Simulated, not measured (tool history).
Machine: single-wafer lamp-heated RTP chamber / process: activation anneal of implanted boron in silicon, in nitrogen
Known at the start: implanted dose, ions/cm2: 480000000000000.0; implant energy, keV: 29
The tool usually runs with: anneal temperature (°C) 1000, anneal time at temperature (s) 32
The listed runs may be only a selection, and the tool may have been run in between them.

run,hour,anneal temperature (°C),anneal time at temperature (s),wafers since the last listed run,wafers since the last pyrometer calibration,wafers since the reflector plate was cleaned,hours since the gauge calibration,"read-back reference wafer on the same gauge, sheet resistance",sheet resistance of the implanted and annealed layer (ohm/square)
1,0,1000,44,0,4980,1007,666.3,216.55,217.61
2,18.8,1000,44,341,5321,1348,685.1,217,220.21
3,40.1,1000,19,387,5709,1736,706.4,217.07,222.99
4,55.3,1000,19,276,5985,2012,721.6,216.97,223.57
5,74.2,1000,32,343,6329,2356,740.5,217.17,222.24
# hour 84.1: pyrometer window cleaned and pyrometer calibrated
6,94.4,1000,32,221,187,2578,760.7,217.21,218.9
# hour 185.7: reflector plate cleaned
7,186.2,1000,32,1523,1711,8,852.5,218.05,220.8
8,208.2,1000,32,400,2111,408,874.5,218.1,222.8
9,241.9,1000,32,612,2724,1021,908.2,218.71,222.1
10,255.6,1000,32,249,2973,1270,921.9,218.89,221.57
11,289.4,1000,32,614,3587,1885,955.7,218.92,223.26
12,306.1,1019,32,303,3891,2189,972.4,219.2,218.42
13,320.4,1000,32,260,4151,2449,986.7,219.38,221.96
14,341.9,981,13,390,4542,2840,1008.2,219.41,241.5
15,365.7,980,48,432,4975,3273,1032,219.8,230.89
16,379,1000,37,241,5217,3515,1045.3,219.99,223.19
# hour 398.1: pyrometer window cleaned and pyrometer calibrated
17,412.1,979,32,456,254,3971,1078.4,220.34,233.83
# hour 439.2: reflector plate cleaned
18,443.5,1000,32,425,679,78,1109.8,220.68,223.77
19,477.3,1000,32,614,1294,693,1143.6,221.08,224.26
20,498.8,1026,27,390,1685,1084,1165.1,221.24,219.57
21,520.6,1027,22,396,2081,1480,1186.9,221.46,219.11
22,551.2,1000,32,556,2638,2037,1217.5,221.73,225.67
# hour 557.8: gauge calibrated
23,584,1000,23,596,3234,2633,26.2,215.03,219.55
24,600.8,989,22,305,3540,2939,43,215.18,226.21
25,631.6,982,18,560,4100,3499,73.8,214.93,232.99
26,663.9,980,23,587,4687,4086,106.1,215.14,232.84
# hour 674.8: reflector plate cleaned
# hour 702.3: pyrometer window cleaned and pyrometer calibrated
27,702.8,1000,32,416,8,364,145,215.23,217.5
28,713.1,976,45,187,195,551,155.3,215.15,229.73
29,744.8,977,26,576,772,1127,187,215.15,233.72
30,771.4,976,21,483,1255,1611,213.6,215.08,238.63
31,792.5,976,24,383,1639,1995,234.7,215.34,235.74
32,810.3,973,18,323,1963,2319,252.5,215.41,244.13
33,835.1,1000,32,451,2414,2770,277.3,215.26,218.55
34,918.4,1009,41,1514,3929,4285,360.6,215.56,215.96
# hour 930.1: reflector plate cleaned
35,951.2,1000,42,451,4380,382,393.4,215.83,216.88
# hour 975.3: pyrometer window cleaned and pyrometer calibrated
36,978.8,1018,41,356,63,739,421,216.02,215.32

Measured less the same run without the tool's hidden state. The same run-to-run variation is in both; the gauge's scatter may not be:
Hidden conditions of the tool in this case: true wafer temperature minus pyrometer reading, K; wafer temperature error from the tarnished reflector plate, K; gauge reads high (%).
run,sheet resistance of the implanted and annealed layer (ohm/square)
1,+0.66
2,+0.79
3,+0.95
4,+1.07
5,+1.21
6,+1.33
7,+2.09
8,+2.3
9,+2.6
10,+2.72
11,+3.06
12,+3.15
13,+3.34
14,+3.87
15,+3.95
16,+3.96
17,+4.51
18,+4.66
19,+5.05
20,+5.18
21,+5.42
22,+5.95
23,-1.01
24,-1.03
25,-1.04
26,-1.01
27,-0.89
28,-0.92
29,-0.88
30,-0.84
31,-0.78
32,-0.76
33,-0.61
34,-0.34
35,-0.21
36,-0.1
